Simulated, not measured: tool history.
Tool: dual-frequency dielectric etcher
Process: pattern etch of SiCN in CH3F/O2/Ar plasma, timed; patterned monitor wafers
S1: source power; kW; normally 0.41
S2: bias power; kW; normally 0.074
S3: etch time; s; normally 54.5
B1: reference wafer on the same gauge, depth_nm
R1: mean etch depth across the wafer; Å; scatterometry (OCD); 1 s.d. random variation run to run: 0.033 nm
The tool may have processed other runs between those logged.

{"run": 1, "hour": 0.0, "S1": 0.41, "S2": 0.074, "S3": 54.5, "B1": 20.3, "R1": 203.5}
{"run": 2, "hour": 43.6, "S1": 0.41, "S2": 0.074, "S3": 54.5, "B1": 20.29, "R1": 203.6}
{"run": 3, "hour": 70.9, "S1": 0.41, "S2": 0.074, "S3": 54.5, "B1": 20.31, "R1": 203}
{"hour": 105.5, "done": "wet clean of the chamber"}
{"run": 4, "hour": 106.8, "S1": 0.36, "S2": 0.074, "S3": 54.5, "B1": 20.29, "R1": 198.3}
{"run": 5, "hour": 155.8, "S1": 0.36, "S2": 0.074, "S3": 54.5, "B1": 20.3, "R1": 198.5}
{"run": 6, "hour": 205.6, "S1": 0.41, "S2": 0.074, "S3": 54.5, "B1": 20.3, "R1": 205.3}
{"run": 7, "hour": 275.8, "S1": 0.41, "S2": 0.074, "S3": 54.5, "B1": 20.3, "R1": 205.6}
{"run": 8, "hour": 335.5, "S1": 0.41, "S2": 0.074, "S3": 54.5, "B1": 20.31, "R1": 205.9}
{"hour": 447.5, "done": "source power generator calibrated"}
{"run": 9, "hour": 450.3, "S1": 0.41, "S2": 0.074, "S3": 42, "B1": 20.31, "R1": 158}
{"hour": 509.8, "done": "gauge calibrated"}
{"run": 10, "hour": 520.9, "S1": 0.41, "S2": 0.086, "S3": 60.5, "B1": 20.3, "R1": 237}
{"hour": 565.6, "done": "wet clean of the chamber"}
{"run": 11, "hour": 573.6, "S1": 0.41, "S2": 0.086, "S3": 60.5, "B1": 20.31, "R1": 240.6}
{"hour": 646.5, "done": "upper electrode replaced"}
{"run": 12, "hour": 647.0, "S1": 0.35, "S2": 0.074, "S3": 54.5, "B1": 20.3, "R1": 197.2}
{"run": 13, "hour": 679.1, "S1": 0.37, "S2": 0.059, "S3": 65.5, "B1": 20.31, "R1": 225.9}
{"run": 14, "hour": 726.7, "S1": 0.5, "S2": 0.074, "S3": 60, "B1": 20.3, "R1": 240.8}
{"run": 15, "hour": 753.9, "S1": 0.41, "S2": 0.087, "S3": 71, "B1": 20.3, "R1": 282}
{"hour": 775.1, "done": "bias power generator calibrated"}
{"run": 16, "hour": 805.5, "S1": 0.41, "S2": 0.074, "S3": 54.5, "B1": 20.29, "R1": 202.6}
{"run": 17, "hour": 851.6, "S1": 0.41, "S2": 0.074, "S3": 63, "B1": 20.3, "R1": 234.3}
{"run": 18, "hour": 903.5, "S1": 0.36, "S2": 0.065, "S3": 45.5, "B1": 20.3, "R1": 156.4}
{"run": 19, "hour": 969.8, "S1": 0.34, "S2": 0.074, "S3": 54.5, "B1": 20.29, "R1": 191.4}
{"run": 20, "hour": 996.4, "S1": 0.41, "S2": 0.074, "S3": 61.5, "B1": 20.3, "R1": 227.7}
{"hour": 1029.6, "done": "wet clean of the chamber"}
{"run": 21, "hour": 1030.1, "S1": 0.41, "S2": 0.074, "S3": 54.5, "B1": 20.3, "R1": 205.6}
{"run": 22, "hour": 1056.8, "S1": 0.38, "S2": 0.074, "S3": 54.5, "B1": 20.3, "R1": 200.8}
{"run": 23, "hour": 1105.6, "S1": 0.41, "S2": 0.068, "S3": 54.5, "B1": 20.29, "R1": 200.4}
{"run": 24, "hour": 1159.1, "S1": 0.46, "S2": 0.085, "S3": 62.5, "B1": 20.3, "R1": 253.4}

The same runs without the tool's hidden state, with the same run-to-run variation:
Hidden state at play: etch rate over this chamber's usual, %; source power that arrives over what is set, %; bias power that arrives over what is set, %; gauge reads high (%).
run=1 R1=204.2
run=2 R1=204.4
run=3 R1=204
run=4 R1=196.2
run=5 R1=196.6
run=6 R1=203.7
run=7 R1=204.3
run=8 R1=204.9
run=9 R1=157.7
run=10 R1=236.8
run=11 R1=237.6
run=12 R1=195.1
run=13 R1=223.8
run=14 R1=238.8
run=15 R1=279.7
run=16 R1=203.6
run=17 R1=235.7
run=18 R1=157.5
run=19 R1=193.1
run=20 R1=229.9
run=21 R1=204.3
run=22 R1=199.6
run=23 R1=199.5
run=24 R1=252.6

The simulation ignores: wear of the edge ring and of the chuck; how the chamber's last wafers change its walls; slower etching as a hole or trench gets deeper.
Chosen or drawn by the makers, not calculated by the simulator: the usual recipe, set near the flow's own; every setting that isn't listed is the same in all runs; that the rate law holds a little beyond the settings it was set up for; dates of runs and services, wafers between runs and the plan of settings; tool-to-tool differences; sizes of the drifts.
